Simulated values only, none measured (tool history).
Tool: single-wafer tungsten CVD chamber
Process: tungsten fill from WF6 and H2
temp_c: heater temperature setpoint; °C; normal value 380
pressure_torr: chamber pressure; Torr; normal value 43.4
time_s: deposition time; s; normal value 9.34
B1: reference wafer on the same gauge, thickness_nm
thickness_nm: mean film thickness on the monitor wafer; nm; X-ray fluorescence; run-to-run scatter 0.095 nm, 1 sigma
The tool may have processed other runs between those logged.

run 1 day=0.000 | temp_c=372 pressure_torr=43.4 time_s=9.34 | B1=23.590 | thickness_nm=15.914
run 2 day=0.721 | temp_c=372 pressure_torr=43.4 time_s=9.34 | B1=23.597 | thickness_nm=15.882
run 3 day=1.062 | temp_c=372 pressure_torr=43.4 time_s=9.34 | B1=23.596 | thickness_nm=15.832
run 4 day=1.629 | temp_c=380 pressure_torr=43.4 time_s=9.34 | B1=23.597 | thickness_nm=19.327
run 5 day=2.004 | temp_c=380 pressure_torr=43.4 time_s=9.34 | B1=23.586 | thickness_nm=19.220
run 6 day=2.321 | temp_c=380 pressure_torr=43.4 time_s=9.34 | B1=23.584 | thickness_nm=19.060
run 7 day=2.596 | temp_c=380 pressure_torr=43.4 time_s=9.34 | B1=23.607 | thickness_nm=19.134
run 8 day=2.967 | temp_c=380 pressure_torr=43.4 time_s=9.34 | B1=23.595 | thickness_nm=19.025
run 9 day=3.429 | temp_c=380 pressure_torr=43.4 time_s=9.34 | B1=23.608 | thickness_nm=19.068
run 10 day=3.708 | temp_c=380 pressure_torr=43.4 time_s=10.30 | B1=23.608 | thickness_nm=21.012
run 11 day=4.246 | temp_c=380 pressure_torr=43.4 time_s=10.30 | B1=23.601 | thickness_nm=21.051
run 12 day=4.962 | temp_c=380 pressure_torr=43.4 time_s=10.30 | B1=23.586 | thickness_nm=20.920
-- day=5.546 thermocouple changed; heater temperature recalibrated
run 13 day=5.567 | temp_c=380 pressure_torr=43.4 time_s=10.08 | B1=23.616 | thickness_nm=23.499
run 14 day=6.871 | temp_c=380 pressure_torr=43.4 time_s=10.08 | B1=23.598 | thickness_nm=23.602
run 15 day=7.158 | temp_c=380 pressure_torr=43.4 time_s=10.08 | B1=23.593 | thickness_nm=23.456
-- day=7.904 capacitance manometer re-zeroed and calibrated
run 16 day=7.925 | temp_c=380 pressure_torr=43.4 time_s=9.34 | B1=23.582 | thickness_nm=21.715
run 17 day=8.150 | temp_c=387 pressure_torr=43.4 time_s=7.84 | B1=23.608 | thickness_nm=21.347
run 18 day=8.617 | temp_c=380 pressure_torr=43.4 time_s=10.08 | B1=23.597 | thickness_nm=23.506
run 19 day=8.975 | temp_c=387 pressure_torr=39.5 time_s=7.56 | B1=23.597 | thickness_nm=19.571
-- day=9.012 gauge calibrated
run 20 day=9.417 | temp_c=380 pressure_torr=43.4 time_s=10.30 | B1=23.595 | thickness_nm=24.108
run 21 day=9.671 | temp_c=380 pressure_torr=49.4 time_s=9.34 | B1=23.577 | thickness_nm=23.459
-- day=10.008 showerhead replaced
run 22 day=10.367 | temp_c=380 pressure_torr=33.8 time_s=8.70 | B1=23.583 | thickness_nm=17.531
run 23 day=10.938 | temp_c=380 pressure_torr=43.4 time_s=11.04 | B1=23.602 | thickness_nm=25.834
run 24 day=11.400 | temp_c=387 pressure_torr=52.6 time_s=7.88 | B1=23.596 | thickness_nm=23.850
run 25 day=11.679 | temp_c=380 pressure_torr=36.6 time_s=10.81 | B1=23.615 | thickness_nm=22.920
run 26 day=12.046 | temp_c=367 pressure_torr=43.4 time_s=7.65 | B1=23.589 | thickness_nm=12.929
run 27 day=12.525 | temp_c=380 pressure_torr=43.4 time_s=7.49 | B1=23.605 | thickness_nm=17.436
run 28 day=13.112 | temp_c=366 pressure_torr=36.9 time_s=9.34 | B1=23.596 | thickness_nm=14.194
run 29 day=13.738 | temp_c=372 pressure_torr=43.4 time_s=9.34 | B1=23.586 | thickness_nm=18.065
run 30 day=14.254 | temp_c=380 pressure_torr=43.4 time_s=10.10 | B1=23.602 | thickness_nm=23.464

Forecast each of these 4 alternatives for the next run:
run A day=14.271 | temp_c=387 pressure_torr=43.4 time_s=9.34 | B1=? | thickness_nm=?
run B day=14.271 | temp_c=380 pressure_torr=49.7 time_s=7.84 | B1=? | thickness_nm=?
run C day=14.271 | temp_c=388 pressure_torr=34.5 time_s=9.97 | B1=? | thickness_nm=?
run D day=14.271 | temp_c=395 pressure_torr=35.5 time_s=7.84 | B1=? | thickness_nm=?

run=A B1=23.607 thickness_nm=25.485
run=B B1=23.607 thickness_nm=19.626
run=C B1=23.607 thickness_nm=24.388
run=D B1=23.607 thickness_nm=22.672
Without the tool's unlogged condition, the same runs would have read:
run=A thickness_nm=25.430
run=B thickness_nm=19.583
run=C thickness_nm=24.336
run=D thickness_nm=22.626

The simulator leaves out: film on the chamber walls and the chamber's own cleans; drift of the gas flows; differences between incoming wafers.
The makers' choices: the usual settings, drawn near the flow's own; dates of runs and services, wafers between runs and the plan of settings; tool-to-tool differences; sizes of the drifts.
